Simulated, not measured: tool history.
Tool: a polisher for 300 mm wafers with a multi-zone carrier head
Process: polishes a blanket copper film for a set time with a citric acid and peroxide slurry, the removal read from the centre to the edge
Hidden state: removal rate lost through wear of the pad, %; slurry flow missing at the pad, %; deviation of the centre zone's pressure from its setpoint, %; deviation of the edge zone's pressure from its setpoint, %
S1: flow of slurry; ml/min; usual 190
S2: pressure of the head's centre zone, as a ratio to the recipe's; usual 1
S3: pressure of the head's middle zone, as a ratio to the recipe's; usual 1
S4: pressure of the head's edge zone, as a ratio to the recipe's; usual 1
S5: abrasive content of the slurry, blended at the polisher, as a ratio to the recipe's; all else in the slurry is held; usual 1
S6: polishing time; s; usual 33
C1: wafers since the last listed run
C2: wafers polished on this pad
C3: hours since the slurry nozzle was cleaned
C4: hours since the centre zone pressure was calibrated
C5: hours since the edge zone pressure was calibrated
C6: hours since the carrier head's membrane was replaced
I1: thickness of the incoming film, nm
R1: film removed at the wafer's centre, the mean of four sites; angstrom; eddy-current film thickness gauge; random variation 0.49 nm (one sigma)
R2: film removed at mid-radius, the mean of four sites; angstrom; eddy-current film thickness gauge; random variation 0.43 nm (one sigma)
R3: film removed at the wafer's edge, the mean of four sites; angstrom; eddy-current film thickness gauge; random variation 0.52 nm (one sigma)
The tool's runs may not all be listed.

{"run": 1, "hour": 0.0, "S1": 145, "S2": 1.05, "S3": 1, "S4": 1, "S5": 1, "S6": 33, "C1": 0, "C2": 951, "C3": 519.1, "C4": 969.5, "C5": 922.7, "C6": 1422.9, "I1": 1156.9, "R1": 467, "R2": 462, "R3": 490}
{"run": 2, "hour": 17.0, "S1": 145, "S2": 1.05, "S3": 1, "S4": 1, "S5": 1, "S6": 33, "C1": 205, "C2": 1157, "C3": 536.1, "C4": 986.5, "C5": 939.7, "C6": 1439.9, "I1": 1150.1, "R1": 468, "R2": 459, "R3": 467}
{"hour": 25.6, "done": "worn pad replaced by a new one"}
{"run": 3, "hour": 31.4, "S1": 145, "S2": 1.05, "S3": 1, "S4": 1, "S5": 1, "S6": 33, "C1": 125, "C2": 69, "C3": 550.5, "C4": 1000.9, "C5": 954.1, "C6": 1454.3, "I1": 1150.7, "R1": 475, "R2": 462, "R3": 480}
{"run": 4, "hour": 38.7, "S1": 190, "S2": 0.92, "S3": 1, "S4": 1, "S5": 1, "S6": 33, "C1": 88, "C2": 158, "C3": 557.8, "C4": 1008.2, "C5": 961.4, "C6": 1461.6, "I1": 1137.1, "R1": 446, "R2": 487, "R3": 492}
{"run": 5, "hour": 47.1, "S1": 190, "S2": 0.92, "S3": 1, "S4": 1, "S5": 1, "S6": 33, "C1": 101, "C2": 259, "C3": 566.2, "C4": 1016.6, "C5": 969.8, "C6": 1470, "I1": 1139.9, "R1": 448, "R2": 476, "R3": 501}
{"run": 6, "hour": 58.5, "S1": 190, "S2": 0.92, "S3": 1, "S4": 1, "S5": 1, "S6": 33, "C1": 137, "C2": 397, "C3": 577.6, "C4": 1028, "C5": 981.2, "C6": 1481.4, "I1": 1163.2, "R1": 450, "R2": 488, "R3": 483}
{"run": 7, "hour": 68.5, "S1": 190, "S2": 1, "S3": 1, "S4": 1, "S5": 1, "S6": 33, "C1": 120, "C2": 518, "C3": 587.6, "C4": 1038, "C5": 991.2, "C6": 1491.4, "I1": 1138, "R1": 475, "R2": 485, "R3": 489}
{"run": 8, "hour": 84.2, "S1": 190, "S2": 1, "S3": 1, "S4": 1, "S5": 1, "S6": 33, "C1": 189, "C2": 708, "C3": 603.3, "C4": 1053.7, "C5": 1006.9, "C6": 1507.1, "I1": 1133.2, "R1": 472, "R2": 484, "R3": 499}
{"hour": 92.3, "done": "edge zone pressure recalibrated"}
{"run": 9, "hour": 102.1, "S1": 190, "S2": 1, "S3": 1, "S4": 1, "S5": 1, "S6": 33, "C1": 192, "C2": 900, "C3": 621.2, "C4": 1071.6, "C5": 9.8, "C6": 1525, "I1": 1151.2, "R1": 482, "R2": 485, "R3": 484}
{"run": 10, "hour": 113.7, "S1": 190, "S2": 1, "S3": 1.06, "S4": 1, "S5": 1, "S6": 33, "C1": 140, "C2": 1040, "C3": 632.8, "C4": 1083.2, "C5": 21.4, "C6": 1536.6, "I1": 1154.9, "R1": 472, "R2": 520, "R3": 491}
{"hour": 129.6, "done": "worn pad replaced by a new one"}
{"run": 11, "hour": 130.1, "S1": 190, "S2": 1, "S3": 0.93, "S4": 1, "S5": 0.7, "S6": 22, "C1": 149, "C2": 5, "C3": 649.2, "C4": 1099.6, "C5": 37.8, "C6": 1553, "I1": 1156.2, "R1": 286, "R2": 276, "R3": 304}
{"run": 12, "hour": 140.8, "S1": 160, "S2": 1, "S3": 1, "S4": 1, "S5": 1.25, "S6": 33, "C1": 129, "C2": 135, "C3": 659.9, "C4": 1110.3, "C5": 48.5, "C6": 1563.7, "I1": 1158.1, "R1": 485, "R2": 499, "R3": 514}
{"hour": 146.1, "done": "slurry nozzle cleaned"}
{"hour": 152.9, "done": "centre zone pressure recalibrated"}
{"hour": 153.6, "done": "carrier head's membrane replaced by a new one"}
{"run": 13, "hour": 156.9, "S1": 190, "S2": 1, "S3": 1, "S4": 1, "S5": 1, "S6": 33, "C1": 150, "C2": 285, "C3": 10.8, "C4": 4, "C5": 64.6, "C6": 3.3, "I1": 1156.8, "R1": 451, "R2": 459, "R3": 476}
{"run": 14, "hour": 163.6, "S1": 190, "S2": 1, "S3": 1, "S4": 1, "S5": 1, "S6": 33, "C1": 81, "C2": 366, "C3": 17.5, "C4": 10.7, "C5": 71.3, "C6": 10, "I1": 1153.6, "R1": 441, "R2": 459, "R3": 465}
{"run": 15, "hour": 181.3, "S1": 255, "S2": 1, "S3": 1.05, "S4": 1, "S5": 0.8, "S6": 38, "C1": 214, "C2": 580, "C3": 35.2, "C4": 28.4, "C5": 89, "C6": 27.7, "I1": 1152, "R1": 509, "R2": 545, "R3": 524}
{"hour": 189.7, "done": "slurry nozzle cleaned, repeated, since the last time left the tool worse"}
{"run": 16, "hour": 193.2, "S1": 255, "S2": 1, "S3": 1.05, "S4": 1, "S5": 0.8, "S6": 38, "C1": 131, "C2": 712, "C3": 3.5, "C4": 40.3, "C5": 100.9, "C6": 39.6, "I1": 1146.8, "R1": 560, "R2": 591, "R3": 566}
{"run": 17, "hour": 205.3, "S1": 190, "S2": 1, "S3": 1, "S4": 1.08, "S5": 1, "S6": 33, "C1": 146, "C2": 858, "C3": 15.6, "C4": 52.4, "C5": 113, "C6": 51.7, "I1": 1162.3, "R1": 500, "R2": 503, "R3": 526}
{"run": 18, "hour": 226.0, "S1": 125, "S2": 1, "S3": 1, "S4": 1.06, "S5": 0.7, "S6": 33, "C1": 250, "C2": 1109, "C3": 36.3, "C4": 73.1, "C5": 133.7, "C6": 72.4, "I1": 1149.3, "R1": 423, "R2": 430, "R3": 457}

How the hidden state differs across the entries between the runs, from the last listed run before each to the first after it:
Between runs 2 and 3: worn pad replaced by a new one (hour 25.6)
  slurry flow missing at the pad, %: 25.8 -> 25.9
  measured less the result without the state, R1: -27 -> -28 angstrom; R2: -23 -> -23 angstrom; R3: -17 -> -18 angstrom
Between runs 8 and 9: edge zone pressure recalibrated (hour 92.3)
  slurry flow missing at the pad, %: 26.3 -> 26.4
  measured less the result without the state, R1: -23 -> -23 angstrom; R2: -21 -> -21 angstrom; R3: -15 -> -15 angstrom
Between runs 10 and 11: worn pad replaced by a new one (hour 129.6)
  slurry flow missing at the pad, %: 26.4 -> 26.5
  measured less the result without the state, R1: -22 -> -14 angstrom; R2: -22 -> -12 angstrom; R3: -15 -> -10 angstrom
Between runs 12 and 13: slurry nozzle cleaned (hour 146.1); centre zone pressure recalibrated (hour 152.9); carrier head's membrane replaced by a new one (hour 153.6)
  slurry flow missing at the pad, %: 26.6 -> 48.3
  measured less the result without the state, R1: -28 -> -53 angstrom; R2: -25 -> -48 angstrom; R3: -18 -> -35 angstrom
Between runs 15 and 16: slurry nozzle cleaned, repeated, since the last time left the tool worse (hour 189.7)
  slurry flow missing at the pad, %: 51.2 -> 2.22
  measured less the result without the state, R1: -52 -> -1 angstrom; R2: -49 -> -2 angstrom; R3: -34 -> -1 angstrom
